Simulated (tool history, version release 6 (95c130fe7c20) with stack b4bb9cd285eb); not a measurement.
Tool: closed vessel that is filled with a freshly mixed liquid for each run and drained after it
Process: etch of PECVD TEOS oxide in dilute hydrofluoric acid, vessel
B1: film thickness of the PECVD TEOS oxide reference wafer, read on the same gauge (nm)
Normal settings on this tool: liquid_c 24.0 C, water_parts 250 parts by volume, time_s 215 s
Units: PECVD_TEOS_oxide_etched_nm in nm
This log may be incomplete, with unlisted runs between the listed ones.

{"run": 1, "day": 0.0, "liquid_c": 24.0, "water_parts": 250, "time_s": 215, "B1": 100.0, "PECVD_TEOS_oxide_etched_nm": 17.89}
{"run": 2, "day": 8.096, "liquid_c": 24.0, "water_parts": 250, "time_s": 215, "B1": 100.0, "PECVD_TEOS_oxide_etched_nm": 17.86}
{"run": 3, "day": 9.512, "liquid_c": 24.0, "water_parts": 185, "time_s": 215, "B1": 100.01, "PECVD_TEOS_oxide_etched_nm": 25.84}
{"run": 4, "day": 12.079, "liquid_c": 24.0, "water_parts": 185, "time_s": 215, "B1": 100.0, "PECVD_TEOS_oxide_etched_nm": 25.83}
{"run": 5, "day": 13.225, "liquid_c": 24.0, "water_parts": 185, "time_s": 215, "B1": 100.0, "PECVD_TEOS_oxide_etched_nm": 25.8}
{"run": 6, "day": 15.762, "liquid_c": 24.0, "water_parts": 250, "time_s": 215, "B1": 100.03, "PECVD_TEOS_oxide_etched_nm": 17.81}
{"day": 20.796, "done": "hydrofluoric acid flow meter replaced"}
{"run": 7, "day": 21.917, "liquid_c": 24.0, "water_parts": 250, "time_s": 215, "B1": 100.01, "PECVD_TEOS_oxide_etched_nm": 17.79}
{"day": 23.1, "done": "thermometer replaced"}
{"run": 8, "day": 23.842, "liquid_c": 24.0, "water_parts": 250, "time_s": 215, "B1": 100.01, "PECVD_TEOS_oxide_etched_nm": 18.35}
{"run": 9, "day": 25.746, "liquid_c": 24.0, "water_parts": 250, "time_s": 215, "B1": 99.99, "PECVD_TEOS_oxide_etched_nm": 18.43}
{"run": 10, "day": 26.883, "liquid_c": 24.0, "water_parts": 250, "time_s": 215, "B1": 100.0, "PECVD_TEOS_oxide_etched_nm": 18.33}
{"run": 11, "day": 28.833, "liquid_c": 24.0, "water_parts": 250, "time_s": 215, "B1": 100.01, "PECVD_TEOS_oxide_etched_nm": 18.34}
{"run": 12, "day": 30.183, "liquid_c": 24.0, "water_parts": 275, "time_s": 215, "B1": 100.01, "PECVD_TEOS_oxide_etched_nm": 16.29}
{"run": 13, "day": 31.942, "liquid_c": 24.0, "water_parts": 275, "time_s": 215, "B1": 99.99, "PECVD_TEOS_oxide_etched_nm": 16.26}
{"run": 14, "day": 33.404, "liquid_c": 24.0, "water_parts": 250, "time_s": 215, "B1": 99.99, "PECVD_TEOS_oxide_etched_nm": 18.35}
{"run": 15, "day": 34.762, "liquid_c": 24.0, "water_parts": 250, "time_s": 215, "B1": 100.0, "PECVD_TEOS_oxide_etched_nm": 18.31}
{"day": 35.1, "done": "gauge calibrated"}
{"run": 16, "day": 36.8, "liquid_c": 28.0, "water_parts": 365, "time_s": 155, "B1": 100.01, "PECVD_TEOS_oxide_etched_nm": 9.27}
{"run": 17, "day": 39.575, "liquid_c": 27.0, "water_parts": 250, "time_s": 325, "B1": 100.0, "PECVD_TEOS_oxide_etched_nm": 30.55}
{"run": 18, "day": 41.462, "liquid_c": 22.5, "water_parts": 330, "time_s": 215, "B1": 100.01, "PECVD_TEOS_oxide_etched_nm": 12.18}
{"run": 19, "day": 42.817, "liquid_c": 24.0, "water_parts": 250, "time_s": 295, "B1": 100.0, "PECVD_TEOS_oxide_etched_nm": 24.99}
{"run": 20, "day": 43.954, "liquid_c": 24.0, "water_parts": 250, "time_s": 215, "B1": 99.98, "PECVD_TEOS_oxide_etched_nm": 18.27}
{"run": 21, "day": 46.433, "liquid_c": 27.5, "water_parts": 355, "time_s": 285, "B1": 100.01, "PECVD_TEOS_oxide_etched_nm": 17.21}
{"run": 22, "day": 48.379, "liquid_c": 26.5, "water_parts": 250, "time_s": 215, "B1": 100.01, "PECVD_TEOS_oxide_etched_nm": 19.89}
{"run": 23, "day": 50.038, "liquid_c": 22.5, "water_parts": 365, "time_s": 330, "B1": 100.01, "PECVD_TEOS_oxide_etched_nm": 16.3}
{"run": 24, "day": 52.608, "liquid_c": 21.5, "water_parts": 200, "time_s": 340, "B1": 100.01, "PECVD_TEOS_oxide_etched_nm": 34.33}
{"day": 52.675, "done": "hydrofluoric acid flow meter replaced"}
{"run": 25, "day": 55.938, "liquid_c": 24.0, "water_parts": 250, "time_s": 110, "B1": 99.99, "PECVD_TEOS_oxide_etched_nm": 9.28}
{"run": 26, "day": 58.462, "liquid_c": 24.0, "water_parts": 250, "time_s": 215, "B1": 99.99, "PECVD_TEOS_oxide_etched_nm": 18.11}
{"run": 27, "day": 61.025, "liquid_c": 24.0, "water_parts": 250, "time_s": 265, "B1": 100.0, "PECVD_TEOS_oxide_etched_nm": 22.28}
{"run": 28, "day": 62.917, "liquid_c": 24.0, "water_parts": 215, "time_s": 125, "B1": 99.99, "PECVD_TEOS_oxide_etched_nm": 12.67}
{"run": 29, "day": 64.15, "liquid_c": 24.0, "water_parts": 250, "time_s": 215, "B1": 99.99, "PECVD_TEOS_oxide_etched_nm": 18.02}

Here are 3 independent what-if runs from the current tool condition. What would each one return?
{"run": "A", "day": 64.179, "liquid_c": 21.5, "water_parts": 250, "time_s": 215, "B1": "?", "PECVD_TEOS_oxide_etched_nm": "?"}
{"run": "B", "day": 64.179, "liquid_c": 22.0, "water_parts": 250, "time_s": 215, "B1": "?", "PECVD_TEOS_oxide_etched_nm": "?"}
{"run": "C", "day": 64.179, "liquid_c": 22.5, "water_parts": 215, "time_s": 335, "B1": "?", "PECVD_TEOS_oxide_etched_nm": "?"}

run=A B1=100.00 PECVD_TEOS_oxide_etched_nm=16.56
run=B B1=100.00 PECVD_TEOS_oxide_etched_nm=16.87
run=C B1=100.00 PECVD_TEOS_oxide_etched_nm=32.24
Take away the tool's hidden state, keep each run's random variation, and the runs would have read:
run=A PECVD_TEOS_oxide_etched_nm=16.94
run=B PECVD_TEOS_oxide_etched_nm=17.26
run=C PECVD_TEOS_oxide_etched_nm=32.98
